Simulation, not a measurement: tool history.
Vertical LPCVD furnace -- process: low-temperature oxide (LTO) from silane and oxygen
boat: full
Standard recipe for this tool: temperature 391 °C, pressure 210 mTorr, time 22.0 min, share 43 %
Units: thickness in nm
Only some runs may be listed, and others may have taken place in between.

| run | hour | temperature | pressure | time | share | wafers since the last listed run | hours since the last temperature calibration | hours since the pressure gauge was zeroed | hours since the silane flow controller was replaced | hours since the gauge calibration | read-back reference wafer on the same gauge, thickness | thickness |
|---|---|---|---|---|---|---|---|---|---|---|---|---|
| 1 | 0.0 | 398 | 210 | 22.0 | 43 | 0 | 3283.9 | 1424.1 | 0.5 | 582.3 | 228.00 | 223.76 |
| 2 | 51.7 | 398 | 210 | 22.0 | 43 | 1084 | 3335.6 | 1475.8 | 52.2 | 634.0 | 228.04 | 224.48 |
| 3 | 113.8 | 391 | 210 | 19.0 | 43 | 1302 | 3397.7 | 1537.9 | 114.3 | 696.1 | 228.17 | 180.52 |
| 4 | 181.8 | 391 | 210 | 19.0 | 43 | 1426 | 3465.7 | 1605.9 | 182.3 | 764.1 | 227.93 | 179.28 |
| 5 | 214.9 | 391 | 230 | 22.0 | 43 | 694 | 3498.8 | 1639.0 | 215.4 | 797.2 | 228.26 | 226.15 |
| 6 | 259.6 | 391 | 230 | 22.0 | 43 | 937 | 3543.5 | 1683.7 | 260.1 | 841.9 | 227.89 | 226.68 |
| 7 | 306.6 | 391 | 210 | 22.0 | 41 | 986 | 3590.5 | 1730.7 | 307.1 | 888.9 | 227.85 | 198.00 |
| 8 | 375.3 | 391 | 210 | 14.0 | 43 | 1441 | 3659.2 | 1799.4 | 375.8 | 957.6 | 227.74 | 132.91 |
| 9 | 419.8 | 391 | 210 | 19.0 | 43 | 933 | 3703.7 | 1843.9 | 420.3 | 1002.1 | 228.27 | 179.67 |
| 10 | 545.6 | 386 | 210 | 14.5 | 45 | 2639 | 3829.5 | 1969.7 | 546.1 | 1127.9 | 228.12 | 137.40 |
| 11 | 599.9 | 391 | 210 | 22.0 | 43 | 1139 | 3883.8 | 2024.0 | 600.4 | 1182.2 | 228.08 | 210.35 |
| 12 | 628.0 | 391 | 210 | 22.0 | 38 | 589 | 3911.9 | 2052.1 | 628.5 | 1210.3 | 227.72 | 179.45 |
|  | 679.5 | pressure gauge zeroed |
| 13 | 694.3 | 391 | 210 | 19.0 | 43 | 887 | 3978.2 | 14.8 | 694.8 | 1276.6 | 227.82 | 180.28 |
| 14 | 732.4 | 383 | 240 | 22.0 | 39 | 799 | 4016.3 | 52.9 | 732.9 | 1314.7 | 227.65 | 194.51 |
| 15 | 761.4 | 391 | 210 | 22.0 | 43 | 608 | 4045.3 | 81.9 | 761.9 | 1343.7 | 227.54 | 208.75 |
| 16 | 785.8 | 402 | 160 | 19.0 | 43 | 511 | 4069.7 | 106.3 | 786.3 | 1368.1 | 228.03 | 154.62 |
|  | 812.0 | gauge calibrated |
| 17 | 829.9 | 391 | 210 | 22.0 | 43 | 925 | 4113.8 | 150.4 | 830.4 | 17.9 | 227.87 | 207.52 |
|  | 865.2 | thermocouples replaced and temperature profile calibrated |
| 18 | 865.7 | 391 | 210 | 22.0 | 43 | 247 | 0.5 | 186.2 | 866.2 | 53.7 | 227.88 | 199.66 |
| 19 | 911.3 | 391 | 210 | 22.0 | 36 | 956 | 46.1 | 231.8 | 911.8 | 99.3 | 227.82 | 160.46 |
| 20 | 939.2 | 398 | 255 | 29.5 | 37 | 585 | 74.0 | 259.7 | 939.7 | 127.2 | 228.26 | 292.51 |
| 21 | 977.8 | 391 | 185 | 27.5 | 48 | 809 | 112.6 | 298.3 | 978.3 | 165.8 | 228.08 | 247.68 |
| 22 | 1028.3 | 391 | 210 | 29.0 | 43 | 1059 | 163.1 | 348.8 | 1028.8 | 216.3 | 227.95 | 264.03 |
| 23 | 1093.0 | 391 | 210 | 22.0 | 43 | 1357 | 227.8 | 413.5 | 1093.5 | 281.0 | 227.68 | 200.75 |
| 24 | 1131.3 | 386 | 240 | 15.5 | 48 | 803 | 266.1 | 451.8 | 1131.8 | 319.3 | 228.29 | 171.06 |
| 25 | 1183.6 | 402 | 210 | 22.0 | 43 | 1097 | 318.4 | 504.1 | 1184.1 | 371.6 | 227.82 | 224.59 |
| 26 | 1241.6 | 387 | 210 | 22.0 | 43 | 1216 | 376.4 | 562.1 | 1242.1 | 429.6 | 227.94 | 193.03 |
| 27 | 1428.2 | 391 | 260 | 22.0 | 50 | 3914 | 563.0 | 748.7 | 1428.7 | 616.2 | 227.94 | 289.97 |
| 28 | 1487.1 | 400 | 210 | 22.0 | 36 | 1235 | 621.9 | 807.6 | 1487.6 | 675.1 | 228.07 | 178.08 |
| 29 | 1521.0 | 395 | 195 | 30.5 | 43 | 711 | 655.8 | 841.5 | 1521.5 | 709.0 | 228.09 | 270.23 |
| 30 | 1567.3 | 380 | 210 | 30.5 | 50 | 971 | 702.1 | 887.8 | 1567.8 | 755.3 | 228.07 | 289.54 |
| 31 | 1623.0 | 385 | 165 | 30.0 | 47 | 1168 | 757.8 | 943.5 | 1623.5 | 811.0 | 228.26 | 222.93 |

Predict each of these 4 candidate next runs independently; none follows another, all start after run 31:
| A | 1626.4 | 391 | 210 | 22.0 | 43 | 71 | 761.2 | 946.9 | 1626.9 | 814.4 | ? | ? |
| B | 1626.4 | 403 | 210 | 22.0 | 50 | 71 | 761.2 | 946.9 | 1626.9 | 814.4 | ? | ? |
| C | 1626.4 | 401 | 210 | 22.0 | 43 | 71 | 761.2 | 946.9 | 1626.9 | 814.4 | ? | ? |
| D | 1626.4 | 397 | 235 | 28.0 | 37 | 71 | 761.2 | 946.9 | 1626.9 | 814.4 | ? | ? |

| run | read-back reference wafer on the same gauge, thickness | thickness |
|---|---|---|
| A | 227.97 | 200.14 |
| B | 227.97 | 264.86 |
| C | 227.97 | 223.31 |
| D | 227.97 | 253.13 |
Had the tool no hidden state, the same runs would have come out as:
| run | thickness |
|---|---|
| A | 201.12 |
| B | 264.78 |
| C | 224.39 |
| D | 255.48 |

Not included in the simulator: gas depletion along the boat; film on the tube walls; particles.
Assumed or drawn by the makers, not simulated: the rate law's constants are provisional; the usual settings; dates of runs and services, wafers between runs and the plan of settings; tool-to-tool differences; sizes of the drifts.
